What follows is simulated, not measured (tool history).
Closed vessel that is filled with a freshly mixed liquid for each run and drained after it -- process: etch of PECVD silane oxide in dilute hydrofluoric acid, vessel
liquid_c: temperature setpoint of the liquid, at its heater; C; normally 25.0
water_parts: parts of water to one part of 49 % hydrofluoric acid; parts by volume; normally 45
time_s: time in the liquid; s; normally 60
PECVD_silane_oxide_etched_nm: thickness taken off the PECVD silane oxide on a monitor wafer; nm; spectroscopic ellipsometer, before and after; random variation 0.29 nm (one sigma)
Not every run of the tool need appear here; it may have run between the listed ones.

run,day,liquid_c,water_parts,time_s,wafers since the last listed run,hours since the thermometer was replaced,hours since the hydrofluoric acid flow meter was replaced,hours since the gauge calibration,"read-back film thickness of the PECVD silane oxide reference wafer, read on the same gauge (nm)",PECVD_silane_oxide_etched_nm
1,0.000,25.0,45,60,0,1289.0,131.4,312.6,149.99,60.77
2,2.162,25.0,45,60,6394,1340.9,183.3,364.5,149.99,59.92
3,4.746,25.0,45,60,7638,1402.9,245.3,426.5,150.00,60.60
4,7.467,25.0,55,60,8045,1468.2,310.6,491.8,149.99,48.54
5,8.979,25.0,45,60,4472,1504.5,346.9,528.1,149.97,60.80
6,11.458,25.0,45,60,7330,1564.0,406.4,587.6,150.02,60.97
7,13.162,25.0,45,60,5039,1604.9,447.3,628.5,150.01,60.60
8,15.729,25.0,45,60,7589,1666.5,508.9,690.1,150.00,60.76
9,17.471,25.0,45,60,5150,1708.3,550.7,731.9,150.00,60.84
# day 18.304: hydrofluoric acid flow meter replaced
10,19.946,25.0,45,60,7195,1767.7,39.4,791.3,150.01,59.50
# day 21.183: gauge calibrated
11,21.912,25.0,45,60,5815,1814.9,86.6,17.5,149.99,58.95
12,24.262,25.0,45,60,6948,1871.3,143.0,73.9,149.98,60.10
13,26.054,27.0,30,60,5297,1914.3,186.0,116.9,150.00,99.23
14,32.058,22.0,30,80,17754,2058.4,330.1,261.0,150.00,107.06
15,34.942,30.0,30,90,8525,2127.6,399.3,330.2,150.03,169.71
# day 37.396: thermometer replaced
# day 38.533: hydrofluoric acid flow meter replaced
16,39.650,30.0,25,30,13676,54.1,26.8,443.2,150.00,69.59
17,42.200,25.0,45,60,7540,115.3,88.0,504.4,150.00,61.41
18,45.029,25.0,45,40,8365,183.2,155.9,572.3,149.98,40.72
19,47.400,27.0,30,45,7010,240.1,212.8,629.2,150.01,76.74
20,49.042,27.0,45,80,4854,279.5,252.2,668.6,150.00,88.57
21,51.150,25.0,45,70,6234,330.1,302.8,719.2,149.99,71.52
22,53.800,25.0,25,50,7836,393.7,366.4,782.8,149.98,94.84

How the hidden state differs across the entries between the runs, from the last listed run before each to the first after it:
Logged between run 9 and run 10: hydrofluoric acid flow meter replaced (day 18.304)
  liquid colder than its thermometer reads (K): 0.826 -> 0.854; hydrofluoric acid flow above the setpoint (%): 2.48 -> 0.184
  measured result minus the result with no hidden state, PECVD_silane_oxide_etched_nm: -0.50 -> -2.00 nm
Logged between run 10 and run 11: gauge calibrated (day 21.183)
  liquid colder than its thermometer reads (K): 0.854 -> 0.876; hydrofluoric acid flow above the setpoint (%): 0.184 -> 0.384
  measured result minus the result with no hidden state, PECVD_silane_oxide_etched_nm: -2.00 -> -1.93 nm
Logged between run 15 and run 16: thermometer replaced (day 37.396); hydrofluoric acid flow meter replaced (day 38.533)
  liquid colder than its thermometer reads (K): 1.02 -> 0.152; hydrofluoric acid flow above the setpoint (%): 1.71 -> 0.224
  measured result minus the result with no hidden state, PECVD_silane_oxide_etched_nm: -3.95 -> -0.25 nm
